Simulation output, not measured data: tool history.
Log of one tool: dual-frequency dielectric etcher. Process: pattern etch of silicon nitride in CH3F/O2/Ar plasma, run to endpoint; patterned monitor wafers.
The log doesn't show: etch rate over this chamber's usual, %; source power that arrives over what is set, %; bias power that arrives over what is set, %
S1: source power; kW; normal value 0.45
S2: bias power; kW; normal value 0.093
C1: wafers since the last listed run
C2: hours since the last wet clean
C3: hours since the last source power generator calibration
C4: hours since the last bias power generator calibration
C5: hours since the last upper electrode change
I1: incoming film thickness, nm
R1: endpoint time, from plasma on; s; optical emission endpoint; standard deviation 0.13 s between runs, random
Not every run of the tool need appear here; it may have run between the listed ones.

| run | hour | S1 | S2 | C1 | C2 | C3 | C4 | C5 | I1 | R1 |
|---|---|---|---|---|---|---|---|---|---|---|
| 1 | 0 | 0.45 | 0.093 | 0 | 336.7 | 3875.4 | 2546.7 | 2042.1 | 29.65 | 34 |
| 2 | 12 | 0.52 | 0.103 | 187 | 348.7 | 3887.4 | 2558.7 | 2054.1 | 29.53 | 31.3 |
| 3 | 27 | 0.52 | 0.103 | 234 | 363.7 | 3902.4 | 2573.7 | 2069.1 | 29.24 | 30.8 |
| 4 | 36.3 | 0.52 | 0.103 | 145 | 373 | 3911.7 | 2583 | 2078.4 | 29.62 | 31.3 |
| 5 | 48.7 | 0.4 | 0.093 | 194 | 385.4 | 3924.1 | 2595.4 | 2090.8 | 29.66 | 34.6 |
| 6 | 55.2 | 0.4 | 0.093 | 101 | 391.9 | 3930.6 | 2601.9 | 2097.3 | 29.44 | 34.6 |
| 7 | 67.6 | 0.45 | 0.093 | 194 | 404.3 | 3943 | 2614.3 | 2109.7 | 29.39 | 33.2 |
| 8 | 82 | 0.45 | 0.093 | 225 | 418.7 | 3957.4 | 2628.7 | 2124.1 | 29.39 | 33.5 |
| 9 | 93.4 | 0.45 | 0.093 | 178 | 430.1 | 3968.8 | 2640.1 | 2135.5 | 29.21 | 33.2 |
| 10 | 110.1 | 0.45 | 0.109 | 261 | 446.8 | 3985.5 | 2656.8 | 2152.2 | 28.99 | 30.8 |
| 11 | 117.1 | 0.45 | 0.109 | 109 | 453.8 | 3992.5 | 2663.8 | 2159.2 | 29.57 | 31.7 |
| 12 | 134.2 | 0.45 | 0.093 | 267 | 470.9 | 4009.6 | 2680.9 | 2176.3 | 29.51 | 33.3 |
| 13 | 142.1 | 0.45 | 0.093 | 123 | 478.8 | 4017.5 | 2688.8 | 2184.2 | 29.24 | 33.1 |
| 14 | 153.2 | 0.45 | 0.093 | 173 | 489.9 | 4028.6 | 2699.9 | 2195.3 | 29.51 | 33.3 |
| 15 | 169.3 | 0.45 | 0.093 | 251 | 506 | 4044.7 | 2716 | 2211.4 | 29.4 | 33 |
| 16 | 179.6 | 0.51 | 0.093 | 161 | 516.3 | 4055 | 2726.3 | 2221.7 | 29.58 | 32.1 |
| 17 | 197.6 | 0.53 | 0.106 | 281 | 534.3 | 4073 | 2744.3 | 2239.7 | 29.44 | 30.4 |
| 18 | 210.1 | 0.45 | 0.093 | 195 | 546.8 | 4085.5 | 2756.8 | 2252.2 | 29.85 | 33.5 |
| 19 | 225.7 | 0.52 | 0.079 | 244 | 562.4 | 4101.1 | 2772.4 | 2267.8 | 29.34 | 33.5 |
| 20 | 237 | 0.45 | 0.093 | 176 | 573.7 | 4112.4 | 2783.7 | 2279.1 | 29.48 | 33 |
| 21 | 245.3 | 0.52 | 0.103 | 129 | 582 | 4120.7 | 2792 | 2287.4 | 29.65 | 30.8 |
| 22 | 256.4 | 0.45 | 0.093 | 173 | 593.1 | 4131.8 | 2803.1 | 2298.5 | 29.87 | 33.6 |
| 23 | 272.3 | 0.35 | 0.093 | 248 | 609 | 4147.7 | 2819 | 2314.4 | 29.39 | 34.9 |
|  | 296.6 | wet clean of the chamber |
|  | 309.1 | upper electrode replaced |
| 24 | 309.6 | 0.45 | 0.093 | 12 | 13 | 4185 | 2856.3 | 0.5 | 29.45 | 34.2 |
| 25 | 310 | 0.35 | 0.112 | 6 | 13.4 | 4185.4 | 2856.7 | 0.9 | 29.58 | 34.1 |
|  | 314.7 | source power generator calibrated |
| 26 | 315.2 | 0.4 | 0.112 | 18 | 18.6 | 0.5 | 2861.9 | 6.1 | 29.5 | 32.8 |
| 27 | 323.7 | 0.45 | 0.093 | 133 | 27.1 | 9 | 2870.4 | 14.6 | 29.42 | 34.3 |
|  | 334.1 | bias power generator calibrated |
| 28 | 340.6 | 0.5 | 0.105 | 201 | 44 | 25.9 | 6.5 | 31.5 | 29.23 | 31.3 |
| 29 | 362.9 | 0.38 | 0.093 | 348 | 66.3 | 48.2 | 28.8 | 53.8 | 29.4 | 35.4 |
| 30 | 375.8 | 0.52 | 0.106 | 201 | 79.2 | 61.1 | 41.7 | 66.7 | 29.41 | 31.1 |
| 31 | 386.6 | 0.45 | 0.093 | 169 | 90 | 71.9 | 52.5 | 77.5 | 29.45 | 34 |
| 32 | 400.1 | 0.5 | 0.083 | 211 | 103.5 | 85.4 | 66 | 91 | 29.32 | 34.4 |

For run 33, what comes out?
| 33 | 412.6 | 0.53 | 0.093 | 195 | 116 | 97.9 | 78.5 | 103.5 | 29.5 | ? |

R1: 32.6 s
Were there no unlogged condition in the tool, this run, its random variation unchanged, would have produced R1 33.1 s.

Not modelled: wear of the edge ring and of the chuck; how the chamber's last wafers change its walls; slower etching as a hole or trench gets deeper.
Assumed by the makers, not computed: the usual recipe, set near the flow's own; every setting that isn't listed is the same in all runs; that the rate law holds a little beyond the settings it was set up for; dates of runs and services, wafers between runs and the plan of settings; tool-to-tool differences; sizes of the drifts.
